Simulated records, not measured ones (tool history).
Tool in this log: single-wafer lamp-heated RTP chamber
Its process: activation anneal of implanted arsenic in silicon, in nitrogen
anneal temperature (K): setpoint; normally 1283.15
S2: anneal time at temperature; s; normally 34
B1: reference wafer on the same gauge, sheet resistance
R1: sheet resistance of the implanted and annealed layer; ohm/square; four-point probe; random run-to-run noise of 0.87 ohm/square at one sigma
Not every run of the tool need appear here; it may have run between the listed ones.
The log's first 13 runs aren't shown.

run 14 hour=358.9 | anneal_temperature_(K)=1283.15 S2=34 | B1=417.73 | R1=377.27
run 15 hour=387.1 | anneal_temperature_(K)=1283.15 S2=34 | B1=417.53 | R1=378.08
run 16 hour=402.8 | anneal_temperature_(K)=1265.15 S2=34 | B1=418.13 | R1=385.08
-- hour=419.8 reflector plate cleaned
run 17 hour=420.3 | anneal_temperature_(K)=1265.15 S2=34 | B1=418.04 | R1=384.60
run 18 hour=433.5 | anneal_temperature_(K)=1272.15 S2=27 | B1=418.21 | R1=383.94
run 19 hour=453.3 | anneal_temperature_(K)=1256.15 S2=45 | B1=418.34 | R1=382.41
run 20 hour=480.1 | anneal_temperature_(K)=1283.15 S2=34 | B1=417.83 | R1=377.82
run 21 hour=495.5 | anneal_temperature_(K)=1297.15 S2=41 | B1=417.64 | R1=368.61
run 22 hour=530.5 | anneal_temperature_(K)=1283.15 S2=34 | B1=418.33 | R1=376.81
run 23 hour=564.0 | anneal_temperature_(K)=1310.15 S2=19 | B1=418.03 | R1=373.12
run 24 hour=587.6 | anneal_temperature_(K)=1312.15 S2=14 | B1=417.88 | R1=378.37
run 25 hour=613.8 | anneal_temperature_(K)=1283.15 S2=34 | B1=417.82 | R1=375.26
-- hour=626.0 gauge calibrated
-- hour=629.9 pyrometer window cleaned and pyrometer calibrated
run 26 hour=630.4 | anneal_temperature_(K)=1262.15 S2=25 | B1=417.80 | R1=388.65
run 27 hour=651.5 | anneal_temperature_(K)=1283.15 S2=29 | B1=417.73 | R1=380.21
run 28 hour=667.4 | anneal_temperature_(K)=1258.15 S2=34 | B1=418.27 | R1=386.53
run 29 hour=699.0 | anneal_temperature_(K)=1283.15 S2=34 | B1=417.99 | R1=377.65
run 30 hour=741.1 | anneal_temperature_(K)=1261.15 S2=22 | B1=417.86 | R1=390.90
run 31 hour=771.8 | anneal_temperature_(K)=1268.15 S2=24 | B1=417.97 | R1=387.07
run 32 hour=791.0 | anneal_temperature_(K)=1283.15 S2=34 | B1=417.95 | R1=378.26
run 33 hour=815.7 | anneal_temperature_(K)=1308.15 S2=20 | B1=417.93 | R1=376.54
run 34 hour=846.5 | anneal_temperature_(K)=1253.15 S2=46 | B1=417.82 | R1=383.62
run 35 hour=908.7 | anneal_temperature_(K)=1283.15 S2=34 | B1=417.96 | R1=377.64
run 36 hour=924.0 | anneal_temperature_(K)=1293.15 S2=34 | B1=418.17 | R1=372.24
run 37 hour=939.6 | anneal_temperature_(K)=1302.15 S2=16 | B1=418.08 | R1=381.33

Here are 4 independent what-if runs from the current tool condition. What would each one return?
run A hour=940.0 | anneal_temperature_(K)=1283.15 S2=34 | B1=? | R1=?
run B hour=940.0 | anneal_temperature_(K)=1272.15 S2=45 | B1=? | R1=?
run C hour=940.0 | anneal_temperature_(K)=1291.15 S2=34 | B1=? | R1=?
run D hour=940.0 | anneal_temperature_(K)=1296.15 S2=34 | B1=? | R1=?

run=A B1=418.38 R1=376.61
run=B B1=418.38 R1=376.43
run=C B1=418.38 R1=373.64
run=D B1=418.38 R1=371.73
The same runs, with their run-to-run variation unchanged, on a tool lacking any hidden condition would have given:
run=A R1=379.75
run=B R1=379.69
run=C R1=376.88
run=D R1=375.03
